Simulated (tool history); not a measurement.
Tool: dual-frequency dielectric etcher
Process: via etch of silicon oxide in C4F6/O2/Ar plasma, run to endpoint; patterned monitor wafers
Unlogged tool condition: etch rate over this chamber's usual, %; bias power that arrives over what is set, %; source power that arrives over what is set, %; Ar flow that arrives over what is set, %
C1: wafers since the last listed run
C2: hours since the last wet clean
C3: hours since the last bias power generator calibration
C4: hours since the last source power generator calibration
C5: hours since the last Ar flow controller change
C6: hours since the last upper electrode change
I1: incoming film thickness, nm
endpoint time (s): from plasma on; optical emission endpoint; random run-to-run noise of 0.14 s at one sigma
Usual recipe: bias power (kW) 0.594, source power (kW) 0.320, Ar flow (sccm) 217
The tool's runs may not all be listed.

{"run": 1, "hour": 0.0, "bias power (kW)": 0.594, "source power (kW)": 0.32, "Ar flow (sccm)": 217, "C1": 0, "C2": 231.8, "C3": 3092.8, "C4": 3669.3, "C5": 3582.0, "C6": 3223.9, "I1": 147.0, "endpoint time (s)": 31.0}
{"run": 2, "hour": 164.8, "bias power (kW)": 0.594, "source power (kW)": 0.32, "Ar flow (sccm)": 217, "C1": 1448, "C2": 396.6, "C3": 3257.6, "C4": 3834.1, "C5": 3746.8, "C6": 3388.7, "I1": 145.6, "endpoint time (s)": 31.2}
{"run": 3, "hour": 217.2, "bias power (kW)": 0.594, "source power (kW)": 0.32, "Ar flow (sccm)": 217, "C1": 460, "C2": 449.0, "C3": 3310.0, "C4": 3886.5, "C5": 3799.2, "C6": 3441.1, "I1": 146.5, "endpoint time (s)": 31.4}
{"run": 4, "hour": 275.1, "bias power (kW)": 0.594, "source power (kW)": 0.32, "Ar flow (sccm)": 217, "C1": 508, "C2": 506.9, "C3": 3367.9, "C4": 3944.4, "C5": 3857.1, "C6": 3499.0, "I1": 147.8, "endpoint time (s)": 31.6}
{"hour": 300.8, "done": "wet clean of the chamber"}
{"run": 5, "hour": 329.9, "bias power (kW)": 0.594, "source power (kW)": 0.32, "Ar flow (sccm)": 217, "C1": 270, "C2": 29.1, "C3": 3422.7, "C4": 3999.2, "C5": 3911.9, "C6": 3553.8, "I1": 148.0, "endpoint time (s)": 31.1}
{"run": 6, "hour": 372.8, "bias power (kW)": 0.594, "source power (kW)": 0.32, "Ar flow (sccm)": 217, "C1": 377, "C2": 72.0, "C3": 3465.6, "C4": 4042.1, "C5": 3954.8, "C6": 3596.7, "I1": 145.8, "endpoint time (s)": 30.7}
{"hour": 378.6, "done": "source power generator calibrated"}
{"hour": 431.9, "done": "Ar flow controller replaced"}
{"hour": 499.3, "done": "upper electrode replaced"}
{"run": 7, "hour": 560.6, "bias power (kW)": 0.594, "source power (kW)": 0.32, "Ar flow (sccm)": 217, "C1": 1351, "C2": 259.8, "C3": 3653.4, "C4": 182.0, "C5": 128.7, "C6": 61.3, "I1": 147.9, "endpoint time (s)": 31.6}
{"run": 8, "hour": 605.2, "bias power (kW)": 0.594, "source power (kW)": 0.32, "Ar flow (sccm)": 232, "C1": 391, "C2": 304.4, "C3": 3698.0, "C4": 226.6, "C5": 173.3, "C6": 105.9, "I1": 146.3, "endpoint time (s)": 31.4}
{"hour": 660.1, "done": "bias power generator calibrated"}
{"run": 9, "hour": 662.1, "bias power (kW)": 0.594, "source power (kW)": 0.32, "Ar flow (sccm)": 217, "C1": 464, "C2": 361.3, "C3": 2.0, "C4": 283.5, "C5": 230.2, "C6": 162.8, "I1": 145.8, "endpoint time (s)": 31.0}
{"run": 10, "hour": 720.7, "bias power (kW)": 0.594, "source power (kW)": 0.32, "Ar flow (sccm)": 166, "C1": 515, "C2": 419.9, "C3": 60.6, "C4": 342.1, "C5": 288.8, "C6": 221.4, "I1": 144.5, "endpoint time (s)": 30.7}
{"run": 11, "hour": 750.6, "bias power (kW)": 0.65, "source power (kW)": 0.26, "Ar flow (sccm)": 171, "C1": 262, "C2": 449.8, "C3": 90.5, "C4": 372.0, "C5": 318.7, "C6": 251.3, "I1": 146.9, "endpoint time (s)": 32.7}
{"run": 12, "hour": 784.9, "bias power (kW)": 0.452, "source power (kW)": 0.32, "Ar flow (sccm)": 181, "C1": 301, "C2": 484.1, "C3": 124.8, "C4": 406.3, "C5": 353.0, "C6": 285.6, "I1": 148.0, "endpoint time (s)": 35.6}
{"run": 13, "hour": 943.3, "bias power (kW)": 0.594, "source power (kW)": 0.32, "Ar flow (sccm)": 217, "C1": 1392, "C2": 642.5, "C3": 283.2, "C4": 564.7, "C5": 511.4, "C6": 444.0, "I1": 147.0, "endpoint time (s)": 32.0}
{"run": 14, "hour": 978.7, "bias power (kW)": 0.594, "source power (kW)": 0.32, "Ar flow (sccm)": 217, "C1": 311, "C2": 677.9, "C3": 318.6, "C4": 600.1, "C5": 546.8, "C6": 479.4, "I1": 147.6, "endpoint time (s)": 32.2}

Each row is a separate what-if for the run after 14, all from the same tool condition, not one after another. Results?
{"run": "A", "hour": 979.1, "bias power (kW)": 0.594, "source power (kW)": 0.32, "Ar flow (sccm)": 271, "C1": 3, "C2": 678.3, "C3": 319.0, "C4": 600.5, "C5": 547.2, "C6": 479.8, "I1": 147.6, "endpoint time (s)": "?"}
{"run": "B", "hour": 979.1, "bias power (kW)": 0.465, "source power (kW)": 0.32, "Ar flow (sccm)": 169, "C1": 3, "C2": 678.3, "C3": 319.0, "C4": 600.5, "C5": 547.2, "C6": 479.8, "I1": 147.6, "endpoint time (s)": "?"}
{"run": "C", "hour": 979.1, "bias power (kW)": 0.67, "source power (kW)": 0.4, "Ar flow (sccm)": 243, "C1": 3, "C2": 678.3, "C3": 319.0, "C4": 600.5, "C5": 547.2, "C6": 479.8, "I1": 147.6, "endpoint time (s)": "?"}
{"run": "D", "hour": 979.1, "bias power (kW)": 0.535, "source power (kW)": 0.36, "Ar flow (sccm)": 202, "C1": 3, "C2": 678.3, "C3": 319.0, "C4": 600.5, "C5": 547.2, "C6": 479.8, "I1": 147.6, "endpoint time (s)": "?"}
{"run": "E", "hour": 979.1, "bias power (kW)": 0.542, "source power (kW)": 0.32, "Ar flow (sccm)": 217, "C1": 3, "C2": 678.3, "C3": 319.0, "C4": 600.5, "C5": 547.2, "C6": 479.8, "I1": 147.6, "endpoint time (s)": "?"}

run=A endpoint_time_(s)=32.5
run=B endpoint_time_(s)=35.3
run=C endpoint_time_(s)=27.9
run=D endpoint_time_(s)=31.9
run=E endpoint_time_(s)=33.4
The same runs, with their run-to-run variation unchanged, on a tool lacking any hidden condition would have given:
run=A endpoint_time_(s)=31.5
run=B endpoint_time_(s)=34.1
run=C endpoint_time_(s)=27.1
run=D endpoint_time_(s)=30.8
run=E endpoint_time_(s)=32.3

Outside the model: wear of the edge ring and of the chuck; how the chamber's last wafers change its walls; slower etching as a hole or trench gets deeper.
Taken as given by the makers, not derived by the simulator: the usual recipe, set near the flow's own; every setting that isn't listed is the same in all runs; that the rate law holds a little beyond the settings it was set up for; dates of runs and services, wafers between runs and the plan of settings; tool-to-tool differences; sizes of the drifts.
